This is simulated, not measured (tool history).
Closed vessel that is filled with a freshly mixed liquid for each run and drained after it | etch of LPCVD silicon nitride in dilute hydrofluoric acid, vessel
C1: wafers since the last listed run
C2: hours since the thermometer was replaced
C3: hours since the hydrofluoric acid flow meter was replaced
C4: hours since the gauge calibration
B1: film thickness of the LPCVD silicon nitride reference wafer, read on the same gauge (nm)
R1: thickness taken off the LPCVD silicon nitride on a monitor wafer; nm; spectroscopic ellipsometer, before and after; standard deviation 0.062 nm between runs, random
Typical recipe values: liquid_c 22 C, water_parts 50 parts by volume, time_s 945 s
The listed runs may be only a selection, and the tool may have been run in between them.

{"run": 1, "day": 0.0, "liquid_c": 22, "water_parts": 50, "time_s": 945, "C1": 0, "C2": 671.7, "C3": 402.7, "C4": 1507, "B1": 60.02, "R1": 8.97}
{"day": 3.5, "done": "hydrofluoric acid flow meter replaced"}
{"run": 2, "day": 4.196, "liquid_c": 22, "water_parts": 50, "time_s": 945, "C1": 7161, "C2": 772.4, "C3": 16.7, "C4": 1607.7, "B1": 60.02, "R1": 8.99}
{"run": 3, "day": 7.921, "liquid_c": 22, "water_parts": 50, "time_s": 945, "C1": 6421, "C2": 861.8, "C3": 106.1, "C4": 1697.1, "B1": 60, "R1": 9.14}
{"run": 4, "day": 11.588, "liquid_c": 22, "water_parts": 50, "time_s": 945, "C1": 6320, "C2": 949.8, "C3": 194.1, "C4": 1785.1, "B1": 60.03, "R1": 9.11}
{"day": 18.867, "done": "hydrofluoric acid flow meter replaced"}
{"run": 5, "day": 20.429, "liquid_c": 22, "water_parts": 50, "time_s": 795, "C1": 15169, "C2": 1162, "C3": 37.5, "C4": 1997.3, "B1": 59.99, "R1": 7.6}
{"run": 6, "day": 22.392, "liquid_c": 22, "water_parts": 50, "time_s": 795, "C1": 3383, "C2": 1209.1, "C3": 84.6, "C4": 2044.4, "B1": 60, "R1": 7.59}
{"run": 7, "day": 24.596, "liquid_c": 25, "water_parts": 50, "time_s": 945, "C1": 3799, "C2": 1262, "C3": 137.5, "C4": 2097.3, "B1": 59.99, "R1": 11.16}
{"run": 8, "day": 26.925, "liquid_c": 25, "water_parts": 50, "time_s": 945, "C1": 4015, "C2": 1317.9, "C3": 193.4, "C4": 2153.2, "B1": 59.99, "R1": 11.18}
{"run": 9, "day": 28.454, "liquid_c": 22, "water_parts": 50, "time_s": 945, "C1": 2636, "C2": 1354.6, "C3": 230.1, "C4": 2189.9, "B1": 60, "R1": 9.15}
{"day": 31.554, "done": "gauge calibrated"}
{"run": 10, "day": 32.133, "liquid_c": 22, "water_parts": 50, "time_s": 1265, "C1": 6342, "C2": 1442.9, "C3": 318.4, "C4": 13.9, "B1": 59.99, "R1": 12.27}
{"run": 11, "day": 34.679, "liquid_c": 22, "water_parts": 50, "time_s": 1265, "C1": 4388, "C2": 1504, "C3": 379.5, "C4": 75, "B1": 60, "R1": 12.29}
{"day": 37.238, "done": "hydrofluoric acid flow meter replaced"}
{"run": 12, "day": 38.112, "liquid_c": 22, "water_parts": 50, "time_s": 1265, "C1": 5846, "C2": 1586.4, "C3": 21, "C4": 157.4, "B1": 60.01, "R1": 12.1}
{"run": 13, "day": 41.933, "liquid_c": 23.5, "water_parts": 60, "time_s": 1110, "C1": 6586, "C2": 1678.1, "C3": 112.7, "C4": 249.1, "B1": 59.99, "R1": 9.93}
{"run": 14, "day": 53.429, "liquid_c": 22, "water_parts": 70, "time_s": 945, "C1": 19816, "C2": 1954, "C3": 388.6, "C4": 525, "B1": 60.01, "R1": 6.55}
{"day": 54.35, "done": "hydrofluoric acid flow meter replaced"}
{"run": 15, "day": 56.342, "liquid_c": 22, "water_parts": 55, "time_s": 945, "C1": 4948, "C2": 2023.9, "C3": 47.8, "C4": 594.9, "B1": 60, "R1": 8.34}
{"day": 56.496, "done": "thermometer replaced"}
{"run": 16, "day": 58.562, "liquid_c": 22, "water_parts": 50, "time_s": 1495, "C1": 3756, "C2": 49.6, "C3": 101.1, "C4": 648.2, "B1": 59.99, "R1": 14.05}
{"run": 17, "day": 62.071, "liquid_c": 22, "water_parts": 50, "time_s": 945, "C1": 6047, "C2": 133.8, "C3": 185.3, "C4": 732.4, "B1": 60, "R1": 8.96}
{"run": 18, "day": 65.712, "liquid_c": 24, "water_parts": 65, "time_s": 945, "C1": 6277, "C2": 221.2, "C3": 272.7, "C4": 819.8, "B1": 60.01, "R1": 7.95}
{"run": 19, "day": 68.5, "liquid_c": 22, "water_parts": 35, "time_s": 720, "C1": 4805, "C2": 288.1, "C3": 339.6, "C4": 886.7, "B1": 59.99, "R1": 9.52}
{"day": 70.358, "done": "hydrofluoric acid flow meter replaced"}
{"run": 20, "day": 70.45, "liquid_c": 22, "water_parts": 30, "time_s": 740, "C1": 3289, "C2": 334.9, "C3": 2.2, "C4": 933.5, "B1": 60, "R1": 11.54}
{"run": 21, "day": 73.288, "liquid_c": 22, "water_parts": 50, "time_s": 945, "C1": 4891, "C2": 403, "C3": 70.3, "C4": 1001.6, "B1": 59.99, "R1": 8.94}
{"run": 22, "day": 77.304, "liquid_c": 20.5, "water_parts": 50, "time_s": 945, "C1": 6924, "C2": 499.4, "C3": 166.7, "C4": 1098, "B1": 59.98, "R1": 8.09}
{"run": 23, "day": 81.292, "liquid_c": 17.5, "water_parts": 50, "time_s": 1500, "C1": 6873, "C2": 595.1, "C3": 262.4, "C4": 1193.7, "B1": 59.99, "R1": 10.41}
{"run": 24, "day": 85.708, "liquid_c": 18, "water_parts": 40, "time_s": 730, "C1": 7613, "C2": 701.1, "C3": 368.4, "C4": 1299.7, "B1": 60.03, "R1": 6.53}
{"run": 25, "day": 90.088, "liquid_c": 25.5, "water_parts": 30, "time_s": 425, "C1": 7548, "C2": 806.2, "C3": 473.5, "C4": 1404.8, "B1": 60, "R1": 8.46}

Branching from run 25: 5 alternative next runs. What would each branch give?
{"run": "A", "day": 90.125, "liquid_c": 22, "water_parts": 50, "time_s": 725, "C1": 64, "C2": 807.1, "C3": 474.4, "C4": 1405.7, "B1": "?", "R1": "?"}
{"run": "B", "day": 90.125, "liquid_c": 24.5, "water_parts": 65, "time_s": 945, "C1": 64, "C2": 807.1, "C3": 474.4, "C4": 1405.7, "B1": "?", "R1": "?"}
{"run": "C", "day": 90.125, "liquid_c": 25.5, "water_parts": 75, "time_s": 485, "C1": 64, "C2": 807.1, "C3": 474.4, "C4": 1405.7, "B1": "?", "R1": "?"}
{"run": "D", "day": 90.125, "liquid_c": 24.5, "water_parts": 70, "time_s": 1295, "C1": 64, "C2": 807.1, "C3": 474.4, "C4": 1405.7, "B1": "?", "R1": "?"}
{"run": "E", "day": 90.125, "liquid_c": 24, "water_parts": 50, "time_s": 775, "C1": 64, "C2": 807.1, "C3": 474.4, "C4": 1405.7, "B1": "?", "R1": "?"}

run=A B1=59.99 R1=6.98
run=B B1=59.99 R1=8.33
run=C B1=59.99 R1=3.97
run=D B1=59.99 R1=10.61
run=E B1=59.99 R1=8.55
The same runs, with their run-to-run variation unchanged, on a tool lacking any hidden condition would have given:
run=A R1=6.88
run=B R1=8.21
run=C R1=3.91
run=D R1=10.46
run=E R1=8.42
